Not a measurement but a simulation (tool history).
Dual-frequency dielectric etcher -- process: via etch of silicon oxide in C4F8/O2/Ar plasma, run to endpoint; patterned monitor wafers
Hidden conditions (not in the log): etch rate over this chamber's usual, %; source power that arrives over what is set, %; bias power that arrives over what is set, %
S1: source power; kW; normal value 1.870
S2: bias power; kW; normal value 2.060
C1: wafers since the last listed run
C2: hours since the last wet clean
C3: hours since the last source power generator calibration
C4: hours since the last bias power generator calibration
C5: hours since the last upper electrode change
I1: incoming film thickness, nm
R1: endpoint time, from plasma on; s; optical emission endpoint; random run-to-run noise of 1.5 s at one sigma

run    hour     S1     S2    C1     C2      C3      C4      C5     I1     R1
  1     0.0  1.870  2.060     0   75.4  1021.4   285.0  2078.6  917.0  173.4
  2    82.7  1.650  2.060   466  158.1  1104.1   367.7  2161.3  917.6  178.3
  3   126.4  1.650  2.060   246  201.8  1147.8   411.4  2205.0  920.4  177.6
  4   164.2  1.650  2.060   213  239.6  1185.6   449.2  2242.8  927.6  181.5
  5   206.9  1.870  2.060   241  282.3  1228.3   491.9  2285.5  917.7  172.4
  6   312.4  1.870  2.060   595  387.8  1333.8   597.4  2391.0  913.9  166.4
  7   380.5  1.870  2.060   384  455.9  1401.9   665.5  2459.1  915.1  166.2
  8   424.9  1.870  2.060   250  500.3  1446.3   709.9  2503.5  910.4  164.5
  9   468.3  1.870  2.060   245  543.7  1489.7   753.3  2546.9  912.4  167.4
 10   513.6  1.870  2.060   255  589.0  1535.0   798.6  2592.2  916.9  167.1
 11   601.6  1.870  2.060   496  677.0  1623.0   886.6  2680.2  913.3  165.1
      670.7  -- wet clean of the chamber
 12   674.1  1.870  1.765   273    3.4  1695.5   959.1  2752.7  921.1  182.7
 13   757.1  1.870  2.060   468   86.4  1778.5  1042.1  2835.7  917.0  175.5
 14   856.5  1.870  2.060   561  185.8  1877.9  1141.5  2935.1  904.1  173.5
 15   951.7  1.870  2.060   537  281.0  1973.1  1236.7  3030.3  905.1  170.9
 16  1030.0  2.260  2.444   442  359.3  2051.4  1315.0  3108.6  908.6  153.9
 17  1342.5  1.490  1.764  1764  671.8  2363.9  1627.5  3421.1  922.7  187.0
     1367.3  -- source power generator calibrated
     1371.0  -- upper electrode replaced
     1417.4  -- wet clean of the chamber
 18  1417.9  1.870  2.060   246    0.5    50.6  1702.9    46.9  921.0  178.0
 19  1469.9  1.410  2.060   293   52.5   102.6  1754.9    98.9  909.7  183.3
 20  1521.7  1.740  1.884   292  104.3   154.4  1806.7   150.7  914.3  175.9
 21  1614.0  1.500  1.867   521  196.6   246.7  1899.0   243.0  911.3  184.6
 22  1678.8  1.610  2.304   365  261.4   311.5  1963.8   307.8  910.9  171.9
 23  1760.8  1.870  2.392   462  343.4   393.5  2045.8   389.8  918.0  162.6
 24  1846.8  2.240  1.768   485  429.4   479.5  2131.8   475.8  921.1  168.4
 25  1937.7  2.070  2.398   513  520.3   570.4  2222.7   566.7  922.1  157.4
 26  2044.5  1.580  2.060   602  627.1   677.2  2329.5   673.5  901.0  174.1
     2100.1  -- wet clean of the chamber
 27  2253.5  2.200  2.060  1044  153.4   886.2  2538.5   882.5  911.9  164.5
     2284.3  -- bias power generator calibrated
 28  2540.9  1.870  2.060  1600  440.8  1173.6   256.6  1169.9  914.8  171.4
 29  2602.8  2.310  2.060   349  502.7  1235.5   318.5  1231.8  921.2  156.6
 30  2667.4  2.300  1.670   364  567.3  1300.1   383.1  1296.4  915.4  166.2
 31  2719.1  2.060  2.060   291  619.0  1351.8   434.8  1348.1  929.6  166.9
 32  2825.0  1.870  2.060   597  724.9  1457.7   540.7  1454.0  906.4  162.5
     2913.2  -- wet clean of the chamber
 33  2913.7  2.280  1.653   365    0.5  1546.4   629.4  1542.7  918.0  174.2
 34  2997.0  1.520  2.535   470   83.8  1629.7   712.7  1626.0  921.3  170.9
 35  3186.6  1.870  1.928  1070  273.4  1819.3   902.3  1815.6  918.6  176.3

Results per run with the tool's hidden condition removed, run-to-run variation unchanged:
run     R1
  1  175.7
  2  181.7
  3  181.5
  4  186.0
  5  177.2
  6  172.2
  7  172.8
  8  171.5
  9  174.9
 10  175.2
 11  174.0
 12  181.8
 13  175.6
 14  174.8
 15  173.3
 16  156.8
 17  194.6
 18  178.7
 19  184.7
 20  177.9
 21  187.8
 22  175.6
 23  167.0
 24  174.0
 25  163.6
 26  182.2
 27  166.9
 28  177.2
 29  162.6
 30  173.3
 31  174.6
 32  171.2
 33  174.4
 34  172.1
 35  179.8

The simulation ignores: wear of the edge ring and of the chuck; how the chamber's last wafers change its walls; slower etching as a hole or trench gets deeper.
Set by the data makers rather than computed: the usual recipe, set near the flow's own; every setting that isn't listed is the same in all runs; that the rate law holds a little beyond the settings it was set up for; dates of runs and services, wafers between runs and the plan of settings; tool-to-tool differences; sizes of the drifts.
